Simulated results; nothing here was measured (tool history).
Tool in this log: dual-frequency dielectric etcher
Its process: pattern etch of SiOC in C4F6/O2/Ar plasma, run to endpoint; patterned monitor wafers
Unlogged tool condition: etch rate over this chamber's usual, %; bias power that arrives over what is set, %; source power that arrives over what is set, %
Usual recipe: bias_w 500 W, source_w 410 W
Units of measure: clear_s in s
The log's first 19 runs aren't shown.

run,hour,bias_w,source_w,wafers since the last listed run,hours since the last wet clean,hours since the last bias power generator calibration,hours since the last source power generator calibration,hours since the last upper electrode change,"incoming incoming film thickness, nm",clear_s
20,260,553,410,7,0.8,2888.5,127.2,48.9,40.69,13.2
21,260.3,500,480,7,1.1,2888.8,127.5,49.2,40.75,12.8
22,271.8,500,460,274,12.6,2900.3,139,60.7,40.71,13.2
23,278.4,433,370,157,19.2,2906.9,145.6,67.3,40.91,14.6
24,291.8,619,490,319,32.6,2920.3,159,80.7,40.96,12.3
25,302,574,350,243,42.8,2930.5,169.2,90.9,40.52,14
# hour 312: bias power generator calibrated
26,313.6,620,330,181,54.4,1.6,180.8,102.5,40.47,13.8
27,331.1,552,450,417,71.9,19.1,198.3,120,40.48,13
28,341.5,500,410,247,82.3,29.5,208.7,130.4,40.61,13.7
29,358.7,500,410,410,99.5,46.7,225.9,147.6,41.03,13.9
30,370.5,572,460,281,111.3,58.5,237.7,159.4,40.67,12.8
31,387.4,500,410,402,128.2,75.4,254.6,176.3,40.94,14
32,402.3,434,460,355,143.1,90.3,269.5,191.2,40.78,13.6
33,420.1,544,410,424,160.9,108.1,287.3,209,40.58,13.3
34,435.4,500,410,364,176.2,123.4,302.6,224.3,40.45,13.8
35,445.1,394,410,231,185.9,133.1,312.3,234,40.68,14.4
36,460.4,500,460,364,201.2,148.4,327.6,249.3,40.71,13.3

3 ways to go on from here, each from the tool as it stands after run 36. What would each give?
A,460.8,500,410,9,201.6,148.8,328,249.7,40.7,?
B,460.8,550,410,9,201.6,148.8,328,249.7,40.7,?
C,460.8,396,340,9,201.6,148.8,328,249.7,40.7,?

run,clear_s
A,13.7
B,13.4
C,15.2
Stripped of hidden state, with their random variation kept, the same runs would have yielded:
run,clear_s
A,13.5
B,13.2
C,15

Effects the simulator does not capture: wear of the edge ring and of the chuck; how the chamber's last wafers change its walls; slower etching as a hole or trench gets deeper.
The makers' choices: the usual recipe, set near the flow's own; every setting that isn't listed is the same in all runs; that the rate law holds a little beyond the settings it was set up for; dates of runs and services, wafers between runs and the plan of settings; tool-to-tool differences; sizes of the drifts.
